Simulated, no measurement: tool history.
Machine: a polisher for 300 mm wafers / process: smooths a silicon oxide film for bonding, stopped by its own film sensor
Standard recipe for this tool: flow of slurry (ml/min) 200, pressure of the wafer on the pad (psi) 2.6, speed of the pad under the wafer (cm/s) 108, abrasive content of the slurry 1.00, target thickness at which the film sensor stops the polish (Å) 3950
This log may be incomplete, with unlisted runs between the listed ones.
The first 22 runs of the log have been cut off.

run	hour	flow of slurry (ml/min)	pressure of the wafer on the pad (psi)	speed of the pad under the wafer (cm/s)	abrasive content of the slurry	target thickness at which the film sensor stops the polish (Å)	incoming thickness of the incoming film, nm	time until the film sensor stopped the polish (s)
23	576.9	200	2.6	108	1.00	3950	483.3	107.3
# hour 594.2: slurry blender recalibrated
24	604.1	200	2.6	108	1.00	3660	486.9	142.3
25	637.4	200	2.6	108	1.00	4070	480.9	88.6
26	664.0	135	2.6	126	1.15	3950	487.2	107.2
27	676.0	200	2.6	108	1.00	3950	481.8	103.6
# hour 695.3: worn pad replaced by a new one
28	708.7	200	2.6	108	1.00	3950	483.5	106.4
29	720.9	200	2.6	108	1.00	3950	476.7	97.6
30	786.1	240	3.4	108	1.15	4230	475.6	50.7
31	817.1	230	2.6	108	1.00	3950	477.3	97.5

3 ways to go on from here, each from the tool as it stands after run 31. What would each give?
A	817.5	200	2.6	108	1.00	3950	480.1	?
B	817.5	260	2.2	86	1.00	3950	480.1	?
C	817.5	140	2.6	108	1.00	3840	480.1	?

run	time until the film sensor stopped the polish (s)
A	102.4
B	116.2
C	125.5
Take away the tool's hidden state, keep each run's random variation, and the runs would have read:
run	time until the film sensor stopped the polish (s)
A	103.1
B	117.0
C	126.3
